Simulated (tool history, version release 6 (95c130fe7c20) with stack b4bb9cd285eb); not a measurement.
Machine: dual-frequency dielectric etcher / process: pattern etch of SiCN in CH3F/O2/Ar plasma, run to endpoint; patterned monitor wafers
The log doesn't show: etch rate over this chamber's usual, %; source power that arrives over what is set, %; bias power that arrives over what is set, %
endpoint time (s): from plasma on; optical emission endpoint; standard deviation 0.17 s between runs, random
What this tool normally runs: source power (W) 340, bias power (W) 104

| run | hour | source power (W) | bias power (W) | wafers since the last listed run | hours since the last wet clean | hours since the last source power generator calibration | hours since the last bias power generator calibration | hours since the last upper electrode change | incoming incoming film thickness, nm | endpoint time (s) |
|---|---|---|---|---|---|---|---|---|---|---|
| 1 | 0.0 | 340 | 85 | 0 | 71.5 | 1677.5 | 1735.5 | 4339.7 | 11.65 | 33.7 |
| 2 | 60.5 | 340 | 104 | 637 | 132.0 | 1738.0 | 1796.0 | 4400.2 | 11.68 | 31.2 |
| 3 | 150.0 | 340 | 104 | 943 | 221.5 | 1827.5 | 1885.5 | 4489.7 | 11.72 | 30.7 |
| 4 | 224.7 | 340 | 104 | 787 | 296.2 | 1902.2 | 1960.2 | 4564.4 | 11.65 | 30.2 |
| 5 | 286.7 | 340 | 104 | 653 | 358.2 | 1964.2 | 2022.2 | 4626.4 | 11.62 | 29.6 |
| 6 | 347.3 | 340 | 104 | 638 | 418.8 | 2024.8 | 2082.8 | 4687.0 | 11.68 | 30.0 |
| 7 | 432.5 | 340 | 104 | 898 | 504.0 | 2110.0 | 2168.0 | 4772.2 | 11.73 | 29.7 |
|  | 456.8 | wet clean of the chamber |
| 8 | 526.8 | 340 | 104 | 741 | 70.0 | 2204.3 | 2262.3 | 4866.5 | 11.46 | 30.8 |
| 9 | 598.4 | 340 | 104 | 754 | 141.6 | 2275.9 | 2333.9 | 4938.1 | 11.55 | 30.9 |
| 10 | 676.8 | 340 | 104 | 826 | 220.0 | 2354.3 | 2412.3 | 5016.5 | 11.53 | 30.8 |
| 11 | 752.4 | 340 | 104 | 797 | 295.6 | 2429.9 | 2487.9 | 5092.1 | 11.64 | 30.5 |
|  | 794.2 | source power generator calibrated |
| 12 | 799.1 | 340 | 83 | 450 | 342.3 | 4.9 | 2534.6 | 5138.8 | 11.61 | 33.1 |
|  | 857.1 | bias power generator calibrated |
| 13 | 888.1 | 340 | 104 | 896 | 431.3 | 93.9 | 31.0 | 5227.8 | 11.51 | 29.8 |
|  | 961.4 | wet clean of the chamber |
| 14 | 961.9 | 340 | 104 | 525 | 0.5 | 167.7 | 104.8 | 5301.6 | 11.50 | 30.7 |
| 15 | 1012.9 | 360 | 121 | 537 | 51.5 | 218.7 | 155.8 | 5352.6 | 11.68 | 28.9 |
| 16 | 1051.0 | 340 | 104 | 401 | 89.6 | 256.8 | 193.9 | 5390.7 | 11.67 | 31.4 |
| 17 | 1116.6 | 320 | 126 | 691 | 155.2 | 322.4 | 259.5 | 5456.3 | 11.66 | 29.0 |
| 18 | 1188.8 | 420 | 85 | 761 | 227.4 | 394.6 | 331.7 | 5528.5 | 11.60 | 31.5 |
| 19 | 1270.0 | 340 | 104 | 856 | 308.6 | 475.8 | 412.9 | 5609.7 | 11.53 | 30.2 |
|  | 1319.2 | upper electrode replaced |
| 20 | 1328.0 | 340 | 104 | 358 | 366.6 | 533.8 | 470.9 | 8.8 | 11.56 | 29.9 |
|  | 1400.6 | wet clean of the chamber |
| 21 | 1401.1 | 300 | 126 | 517 | 0.5 | 606.9 | 544.0 | 81.9 | 11.41 | 28.9 |
| 22 | 1496.5 | 290 | 82 | 1005 | 95.9 | 702.3 | 639.4 | 177.3 | 11.67 | 36.2 |
| 23 | 1554.8 | 400 | 89 | 614 | 154.2 | 760.6 | 697.7 | 235.6 | 11.70 | 31.6 |
| 24 | 1651.4 | 360 | 91 | 1018 | 250.8 | 857.2 | 794.3 | 332.2 | 11.55 | 31.7 |
| 25 | 1719.6 | 380 | 129 | 718 | 319.0 | 925.4 | 862.5 | 400.4 | 11.55 | 26.7 |

Results per run with the tool's hidden condition removed, run-to-run variation unchanged:
| run | endpoint time (s) |
|---|---|
| 1 | 34.2 |
| 2 | 31.8 |
| 3 | 31.6 |
| 4 | 31.3 |
| 5 | 30.9 |
| 6 | 31.6 |
| 7 | 31.5 |
| 8 | 30.9 |
| 9 | 31.2 |
| 10 | 31.3 |
| 11 | 31.2 |
| 12 | 34.1 |
| 13 | 31.0 |
| 14 | 30.7 |
| 15 | 29.0 |
| 16 | 31.7 |
| 17 | 29.4 |
| 18 | 32.2 |
| 19 | 31.1 |
| 20 | 31.0 |
| 21 | 28.8 |
| 22 | 36.5 |
| 23 | 32.1 |
| 24 | 32.5 |
| 25 | 27.6 |
